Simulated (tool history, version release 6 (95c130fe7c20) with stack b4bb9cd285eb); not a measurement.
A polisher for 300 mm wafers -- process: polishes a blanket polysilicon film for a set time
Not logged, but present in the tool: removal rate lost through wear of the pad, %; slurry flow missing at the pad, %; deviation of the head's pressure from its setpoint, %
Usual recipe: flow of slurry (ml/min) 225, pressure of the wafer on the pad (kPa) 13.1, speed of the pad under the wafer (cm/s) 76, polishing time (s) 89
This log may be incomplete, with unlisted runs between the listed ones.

run,hour,flow of slurry (ml/min),pressure of the wafer on the pad (kPa),speed of the pad under the wafer (cm/s),polishing time (s),wafers since the last listed run,wafers polished on this pad,hours since the slurry nozzle was cleaned,hours since the head pressure was calibrated,"incoming thickness of the incoming film, nm",film removed (nm)
1,0,225,13.1,92,89,0,2096,468.2,106.9,2158.1,405.3
2,99.6,225,13.1,76,89,718,2814,567.8,206.5,2219.7,325.8
3,148.1,225,13.1,76,89,349,3163,616.3,255,2182.3,323.5
4,184.6,225,13.1,76,89,263,3426,652.8,291.5,2180,328
# hour 215.9: slurry nozzle cleaned
5,244.6,225,13.1,76,89,425,3852,28.7,351.5,2209.3,328.1
# hour 404.4: worn pad replaced by a new one
6,536.8,225,13.1,76,89,2077,954,320.9,643.7,2198.1,353.5
7,848.3,225,13.1,76,89,2245,3199,632.4,955.2,2219.8,328
# hour 874.1: slurry nozzle cleaned
8,925.4,225,13.1,76,89,548,3748,51.3,1032.3,2191.7,334.3
# hour 944.3: head pressure recalibrated
# hour 955.7: worn pad replaced by a new one
9,1026.2,225,13.1,76,89,683,508,152.1,81.9,2192.2,351.9
10,1118.9,225,11,76,89,668,1176,244.8,174.6,2183.6,316.2
11,1181.3,225,13.1,76,89,449,1626,307.2,237,2200.3,344.5
12,1273.7,225,13.1,76,89,666,2292,399.6,329.4,2199.1,333.6
# hour 1466.5: slurry nozzle cleaned
13,1572.2,225,13.1,76,89,2144,4437,105.7,627.9,2162.6,337.6
# hour 1592.2: worn pad replaced by a new one
14,1667.1,225,13.1,76,89,655,539,200.6,722.8,2209.7,364.1
15,1747.4,225,13.1,76,89,578,1118,280.9,803.1,2183.8,353.3
16,1816.8,225,13.1,76,89,500,1619,350.3,872.5,2240.6,338.9
17,1890.1,245,13.1,76,89,528,2147,423.6,945.8,2193.5,337.5
18,1962.3,245,13.1,76,89,520,2667,495.8,1018,2221.9,334.1
19,2008.7,225,13.1,76,89,334,3002,542.2,1064.4,2167.1,327
# hour 2053.6: head pressure recalibrated
20,2081.8,285,17.9,98,120,512,3514,615.3,28.2,2177.3,709.1
21,2121.6,225,13.1,76,65,286,3801,655.1,68,2198.6,236.6
# hour 2144.4: worn pad replaced by a new one
# hour 2178.3: slurry nozzle cleaned
22,2209.9,180,13.1,76,65,600,464,31.6,156.3,2214,257.6
23,2294.3,225,13.1,76,89,608,1073,116,240.7,2186.5,347.2
24,2366.8,225,13.1,94,89,522,1595,188.5,313.2,2237.6,422.3
25,2406.6,225,15.2,96,89,286,1882,228.3,353,2211.2,476.2
26,2482.9,225,11,76,72,550,2432,304.6,429.3,2224.5,247.6
27,2539.4,225,15.9,102,116,407,2840,361.1,485.8,2197.4,656.4
28,2629.6,285,13.1,60,115,650,3490,451.3,576,2222.5,339.1
29,2711.8,225,13.1,76,62,592,4082,533.5,658.2,2214,231.4
# hour 2724.5: worn pad replaced by a new one
30,2771.6,160,10.3,68,76,402,339,593.3,718,2216.6,226.4
31,2845.1,225,11,76,103,529,869,666.8,791.5,2226,359.7
32,2884.3,225,13.1,76,100,282,1151,706,830.7,2154.8,379.9
# hour 2911.4: head pressure recalibrated
# hour 2952.3: slurry nozzle cleaned
33,2969.1,225,9.7,86,89,589,1741,16.8,57.7,2207.8,331
34,3054.2,225,13.1,76,75,613,2355,101.9,142.8,2186.5,287.5
35,3125.5,265,15.2,58,97,513,2869,173.2,214.1,2241.1,309.7
36,3164.8,225,13.1,76,89,283,3152,212.5,253.4,2173,335

Pick out some run-to-run changes in film removed (nm). Of each, how much would a tool without hidden state show as well, from the settings, what came in and chance, and how much is left for the hidden state and any gauge scatter not in both results compared?
Run 19 -> 20: flow of slurry (ml/min) 225 -> 285, pressure of the wafer on the pad (kPa) 13.1 -> 17.9, speed of the pad under the wafer (cm/s) 76 -> 98, polishing time (s) 89 -> 120, head pressure recalibrated. film removed (nm) +382.1: hidden state -56.3, all else +438.4.
Run 20 -> 21: flow of slurry (ml/min) 285 -> 225, pressure of the wafer on the pad (kPa) 17.9 -> 13.1, speed of the pad under the wafer (cm/s) 98 -> 76, polishing time (s) 120 -> 65. film removed (nm) -472.5: hidden state +63, all else -535.5.
Run 26 -> 27: pressure of the wafer on the pad (kPa) 11 -> 15.9, speed of the pad under the wafer (cm/s) 76 -> 102, polishing time (s) 72 -> 116. film removed (nm) +408.8: hidden state -51.7, all else +460.5.

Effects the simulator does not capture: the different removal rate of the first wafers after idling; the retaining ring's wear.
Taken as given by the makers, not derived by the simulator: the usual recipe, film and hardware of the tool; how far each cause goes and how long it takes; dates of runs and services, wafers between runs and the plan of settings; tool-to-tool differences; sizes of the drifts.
